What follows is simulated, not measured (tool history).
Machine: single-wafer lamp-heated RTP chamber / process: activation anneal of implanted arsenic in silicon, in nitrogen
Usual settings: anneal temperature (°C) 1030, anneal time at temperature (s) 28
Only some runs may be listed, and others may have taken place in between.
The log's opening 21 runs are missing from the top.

run	hour	anneal temperature (°C)	anneal time at temperature (s)	wafers since the last listed run	wafers since the last pyrometer calibration	wafers since the reflector plate was cleaned	hours since the gauge calibration	read-back reference wafer on the same gauge, sheet resistance	sheet resistance of the implanted and annealed layer (ohm/square)
22	384.1	1030	28	144	6636	719	403.4	225.09	198.74
23	426.3	1030	28	694	7331	1413	445.6	225.05	198.41
# hour 431.5: gauge calibrated
24	434.6	1005	28	136	7467	1550	3.1	224.99	206.13
# hour 450.4: pyrometer window cleaned and pyrometer calibrated
25	450.7	1049	36	133	5	1683	19.2	225.02	191.80
26	458.0	1002	28	120	125	1804	26.5	225.03	210.38
27	468.3	1030	28	169	295	1973	36.8	225.00	201.00
28	476.8	1048	41	139	434	2113	45.3	224.97	190.07
29	489.7	1019	19	212	647	2325	58.2	224.92	210.01
30	506.9	1018	43	283	930	2608	75.4	224.96	198.31
31	515.3	1053	15	138	1068	2747	83.8	224.89	202.49
32	526.1	1039	28	177	1246	2924	94.6	225.01	198.09
33	572.1	1030	41	757	2003	3682	140.6	225.03	194.98
34	585.9	1041	33	227	2230	3909	154.4	225.07	194.54
35	601.5	1043	38	256	2487	4165	170.0	225.00	191.85
36	617.4	1030	28	261	2749	4427	185.9	225.03	200.46
37	629.4	1006	40	197	2946	4625	197.9	225.06	203.37

Below are 4 alternative next runs, each starting from the tool's condition after run 37. Predict each:
A	629.8	1030	28	6	2953	4631	198.3	?	?
B	629.8	1054	42	6	2953	4631	198.3	?	?
C	629.8	1055	16	6	2953	4631	198.3	?	?
D	629.8	1010	42	6	2953	4631	198.3	?	?

run	read-back reference wafer on the same gauge, sheet resistance	sheet resistance of the implanted and annealed layer (ohm/square)
A	225.01	199.82
B	225.01	186.57
C	225.01	199.83
D	225.01	200.69
Had the tool no hidden state, the same runs would have come out as:
run	sheet resistance of the implanted and annealed layer (ohm/square)
A	202.59
B	189.19
C	202.53
D	203.47
